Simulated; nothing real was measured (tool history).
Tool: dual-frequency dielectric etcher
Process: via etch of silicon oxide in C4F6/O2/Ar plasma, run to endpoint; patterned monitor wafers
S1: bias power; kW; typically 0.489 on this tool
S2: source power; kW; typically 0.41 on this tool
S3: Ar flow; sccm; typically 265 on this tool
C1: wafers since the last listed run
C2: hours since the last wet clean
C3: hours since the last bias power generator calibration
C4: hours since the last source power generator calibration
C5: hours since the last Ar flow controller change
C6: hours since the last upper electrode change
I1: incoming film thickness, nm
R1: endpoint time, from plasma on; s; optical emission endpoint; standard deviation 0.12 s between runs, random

run 1 hour=0 | S1=0.489 S2=0.35 S3=265 | C1=0 C2=246.8 C3=2447.8 C4=4388.2 C5=5659.8 C6=3989.2 | I1=101.7 | R1=21.8
run 2 hour=18.7 | S1=0.489 S2=0.35 S3=265 | C1=351 C2=265.5 C3=2466.5 C4=4406.9 C5=5678.5 C6=4007.9 | I1=100.5 | R1=21.7
run 3 hour=44.6 | S1=0.489 S2=0.35 S3=265 | C1=486 C2=291.4 C3=2492.4 C4=4432.8 C5=5704.4 C6=4033.8 | I1=101.7 | R1=21.9
run 4 hour=57.3 | S1=0.553 S2=0.41 S3=265 | C1=238 C2=304.1 C3=2505.1 C4=4445.5 C5=5717.1 C6=4046.5 | I1=102.1 | R1=20
run 5 hour=79.7 | S1=0.43 S2=0.45 S3=265 | C1=420 C2=326.5 C3=2527.5 C4=4467.9 C5=5739.5 C6=4068.9 | I1=102.6 | R1=21.1
run 6 hour=108.6 | S1=0.489 S2=0.41 S3=265 | C1=543 C2=355.4 C3=2556.4 C4=4496.8 C5=5768.4 C6=4097.8 | I1=101.3 | R1=20.6
run 7 hour=123.8 | S1=0.489 S2=0.41 S3=265 | C1=285 C2=370.6 C3=2571.6 C4=4512 C5=5783.6 C6=4113 | I1=101.5 | R1=20.5
run 8 hour=158 | S1=0.489 S2=0.41 S3=265 | C1=642 C2=404.8 C3=2605.8 C4=4546.2 C5=5817.8 C6=4147.2 | I1=102.6 | R1=21
run 9 hour=180 | S1=0.489 S2=0.41 S3=265 | C1=413 C2=426.8 C3=2627.8 C4=4568.2 C5=5839.8 C6=4169.2 | I1=100.5 | R1=20.3
-- hour=220.9 upper electrode replaced
run 10 hour=221.4 | S1=0.489 S2=0.41 S3=265 | C1=326 C2=468.2 C3=2669.2 C4=4609.6 C5=5881.2 C6=0.5 | I1=101.5 | R1=20.5
run 11 hour=234.8 | S1=0.489 S2=0.41 S3=265 | C1=251 C2=481.6 C3=2682.6 C4=4623 C5=5894.6 C6=13.9 | I1=101.6 | R1=20.6
run 12 hour=265.6 | S1=0.489 S2=0.41 S3=295 | C1=578 C2=512.4 C3=2713.4 C4=4653.8 C5=5925.4 C6=44.7 | I1=102.7 | R1=20.8
run 13 hour=286.2 | S1=0.489 S2=0.41 S3=265 | C1=387 C2=533 C3=2734 C4=4674.4 C5=5946 C6=65.3 | I1=102 | R1=20.4
run 14 hour=321 | S1=0.489 S2=0.41 S3=265 | C1=653 C2=567.8 C3=2768.8 C4=4709.2 C5=5980.8 C6=100.1 | I1=101.2 | R1=20.2
-- hour=326.2 bias power generator calibrated
-- hour=354.9 wet clean of the chamber
run 15 hour=400.9 | S1=0.489 S2=0.38 S3=265 | C1=975 C2=46 C3=74.7 C4=4789.1 C5=6060.7 C6=180 | I1=101.6 | R1=21.7
run 16 hour=433.2 | S1=0.424 S2=0.49 S3=265 | C1=606 C2=78.3 C3=107 C4=4821.4 C5=6093 C6=212.3 | I1=101.1 | R1=21.1
run 17 hour=458.2 | S1=0.489 S2=0.34 S3=304 | C1=469 C2=103.3 C3=132 C4=4846.4 C5=6118 C6=237.3 | I1=102 | R1=22.8
-- hour=475.1 source power generator calibrated
run 18 hour=475.6 | S1=0.432 S2=0.36 S3=217 | C1=251 C2=120.7 C3=149.4 C4=0.5 C5=6135.4 C6=254.7 | I1=102.2 | R1=22.3
run 19 hour=501.2 | S1=0.489 S2=0.41 S3=212 | C1=481 C2=146.3 C3=175 C4=26.1 C5=6161 C6=280.3 | I1=102.7 | R1=20.9
-- hour=523.9 Ar flow controller replaced
run 20 hour=534.1 | S1=0.402 S2=0.31 S3=212 | C1=505 C2=179.2 C3=207.9 C4=59 C5=10.2 C6=313.2 | I1=101.8 | R1=23.5
run 21 hour=557.9 | S1=0.489 S2=0.41 S3=265 | C1=447 C2=203 C3=231.7 C4=82.8 C5=34 C6=337 | I1=102.1 | R1=20.9
run 22 hour=578.4 | S1=0.489 S2=0.41 S3=313 | C1=385 C2=223.5 C3=252.2 C4=103.3 C5=54.5 C6=357.5 | I1=101.4 | R1=21.3
run 23 hour=604 | S1=0.489 S2=0.41 S3=265 | C1=481 C2=249.1 C3=277.8 C4=128.9 C5=80.1 C6=383.1 | I1=101.5 | R1=21
run 24 hour=622.3 | S1=0.489 S2=0.37 S3=265 | C1=343 C2=267.4 C3=296.1 C4=147.2 C5=98.4 C6=401.4 | I1=101.2 | R1=21.5
run 25 hour=635.5 | S1=0.372 S2=0.41 S3=265 | C1=248 C2=280.6 C3=309.3 C4=160.4 C5=111.6 C6=414.6 | I1=102.4 | R1=22.5
run 26 hour=664.7 | S1=0.537 S2=0.44 S3=265 | C1=548 C2=309.8 C3=338.5 C4=189.6 C5=140.8 C6=443.8 | I1=101.8 | R1=19.8
run 27 hour=677.7 | S1=0.489 S2=0.41 S3=265 | C1=244 C2=322.8 C3=351.5 C4=202.6 C5=153.8 C6=456.8 | I1=101.1 | R1=20.8
run 28 hour=697.4 | S1=0.426 S2=0.41 S3=265 | C1=370 C2=342.5 C3=371.2 C4=222.3 C5=173.5 C6=476.5 | I1=102 | R1=21.6
run 29 hour=720.6 | S1=0.489 S2=0.38 S3=209 | C1=435 C2=365.7 C3=394.4 C4=245.5 C5=196.7 C6=499.7 | I1=103 | R1=21

Each row is a separate what-if for the run after 29, all from the same tool condition, not one after another. Results?
run A hour=721 | S1=0.489 S2=0.41 S3=265 | C1=7 C2=366.1 C3=394.8 C4=245.9 C5=197.1 C6=500.1 | I1=102.4 | R1=?
run B hour=721 | S1=0.489 S2=0.41 S3=206 | C1=7 C2=366.1 C3=394.8 C4=245.9 C5=197.1 C6=500.1 | I1=102.4 | R1=?
run C hour=721 | S1=0.448 S2=0.38 S3=206 | C1=7 C2=366.1 C3=394.8 C4=245.9 C5=197.1 C6=500.1 | I1=102.4 | R1=?
run D hour=721 | S1=0.546 S2=0.44 S3=200 | C1=7 C2=366.1 C3=394.8 C4=245.9 C5=197.1 C6=500.1 | I1=102.4 | R1=?

run=A R1=20.9
run=B R1=20.3
run=C R1=21.3
run=D R1=19.1
With the hidden condition removed and each run's random variation left untouched, the same runs would have given:
run=A R1=21.6
run=B R1=20.9
run=C R1=22
run=D R1=19.7
